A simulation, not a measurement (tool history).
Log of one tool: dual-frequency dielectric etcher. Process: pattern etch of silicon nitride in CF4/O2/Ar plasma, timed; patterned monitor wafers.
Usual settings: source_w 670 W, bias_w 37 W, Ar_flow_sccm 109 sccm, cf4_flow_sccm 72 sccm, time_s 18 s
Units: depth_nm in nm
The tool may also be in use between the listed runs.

run	hour	source_w	bias_w	Ar_flow_sccm	cf4_flow_sccm	time_s	read-back reference wafer on the same gauge, depth_nm	depth_nm
1	0.0	560	37	109	72	18	30.51	31.08
2	6.4	670	37	109	58	18	30.50	33.81
3	17.0	670	37	109	58	18	30.50	33.66
4	29.3	670	37	109	58	18	30.48	33.58
5	40.2	670	37	109	72	18	30.51	35.26
6	55.6	670	37	109	72	18	30.51	35.46
7	73.3	670	37	109	72	18	30.50	35.44
# hour 86.9: source power generator calibrated
8	87.4	670	37	109	72	18	30.50	35.52
# hour 101.1: CF4 flow controller replaced
# hour 110.0: bias power generator calibrated
# hour 113.8: upper electrode replaced
9	114.3	670	37	109	72	18	30.49	35.53
10	114.7	670	37	109	68	18	30.50	35.18
11	117.4	570	37	109	72	18	30.49	31.87
12	127.7	670	37	109	72	18	30.51	35.65

Forecast run 13:
# hour 149.6: Ar flow controller replaced
13	150.1	670	37	109	72	18	?	?

Run 13 gave read-back reference wafer on the same gauge, depth_nm 30.49, depth_nm 35.52 nm.
Without the tool's hidden state the same run would have given depth_nm 34.31 nm.
